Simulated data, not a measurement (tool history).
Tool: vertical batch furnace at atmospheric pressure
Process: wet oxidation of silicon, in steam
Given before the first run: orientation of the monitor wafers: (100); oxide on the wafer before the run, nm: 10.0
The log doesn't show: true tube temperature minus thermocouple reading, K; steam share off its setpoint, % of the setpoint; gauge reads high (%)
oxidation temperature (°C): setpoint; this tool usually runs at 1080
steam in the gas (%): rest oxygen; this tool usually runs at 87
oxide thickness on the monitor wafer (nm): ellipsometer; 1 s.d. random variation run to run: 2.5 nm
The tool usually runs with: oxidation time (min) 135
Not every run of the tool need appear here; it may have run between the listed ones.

run   hour  oxidation temperature (°C)  oxidation time (min)  steam in the gas (%)  wafers since the last listed run  hours since the last temperature calibration  hours since the steam generator was serviced  hours since the gauge calibration  read-back reference wafer on the same gauge, thickness  oxide thickness on the monitor wafer (nm)
  1      0                        1080                   135                    87                                 0                                        4210.5                                        1534.2                             2607.9                                                  984.71                                     874.69
  2   63.2                        1080                   135                    87                              1001                                        4273.7                                        1597.4                             2671.1                                                  985.64                                     876.54
  3   89.4                        1080                   135                    87                               414                                        4299.9                                        1623.6                             2697.3                                                  986.13                                     877.34
       142  -- steam generator serviced
  4  142.5                        1080                   135                    87                               460                                          4353                                           0.5                             2750.4                                                  985.73                                     879.07
       155  -- gauge calibrated
  5  196.4                        1080                   135                    87                               853                                        4406.9                                          54.4                               41.4                                                  984.91                                     876.95
  6  227.3                        1080                   135                    87                               489                                        4437.8                                          85.3                               72.3                                                  984.95                                     877.13
  7  298.4                        1080                   135                    87                              1126                                        4508.9                                         156.4                              143.4                                                   985.1                                     877.88
       324  -- thermocouples replaced and temperature profile calibrated
  8  372.5                        1080                   135                    87                               793                                          48.5                                         230.5                              217.5                                                  984.43                                     867.99
  9  444.5                        1080                 112.5                    87                              1140                                         120.5                                         302.5                              289.5                                                  985.18                                     782.63
 10  510.6                        1080                 112.5                    87                              1046                                         186.6                                         368.6                              355.6                                                  984.13                                     781.69
 11  554.3                        1080                 112.5                    87                               692                                         230.3                                         412.3                              399.3                                                  985.43                                     782.13
 12    580                        1080                   135                    87                               407                                           256                                           438                                425                                                  985.02                                     863.19
 13  630.2                        1080                   135                    87                               795                                         306.2                                         488.2                              475.2                                                  984.23                                     867.46
 14  701.5                        1066                 104.5                    77                              1129                                         377.5                                         559.5                              546.5                                                  985.19                                     661.54
 15  737.9                        1064                 175.5                    95                               576                                         413.9                                         595.9                              582.9                                                  985.58                                     986.59
 16  803.8                        1080                   135                    87                              1043                                         479.8                                         661.8                              648.8                                                  984.48                                     865.39
 17    831                        1080                   135                    87                               430                                           507                                           689                                676                                                  985.56                                     869.31
 18  886.3                        1080                   135                    87                               875                                         562.3                                         744.3                              731.3                                                  986.02                                     866.23
 19    958                        1061                   156                    87                              1135                                           634                                           816                                803                                                  984.72                                      869.6

What will run 20 give?
 20  995.7                        1080                   135                    87                               597                                         671.7                                         853.7                              840.7                                                       ?                                          ?

read-back reference wafer on the same gauge, thickness: 984.29
oxide thickness on the monitor wafer (nm): 867.44
With no hidden state in the tool, this same run would have given oxide thickness on the monitor wafer (nm) 859.11.

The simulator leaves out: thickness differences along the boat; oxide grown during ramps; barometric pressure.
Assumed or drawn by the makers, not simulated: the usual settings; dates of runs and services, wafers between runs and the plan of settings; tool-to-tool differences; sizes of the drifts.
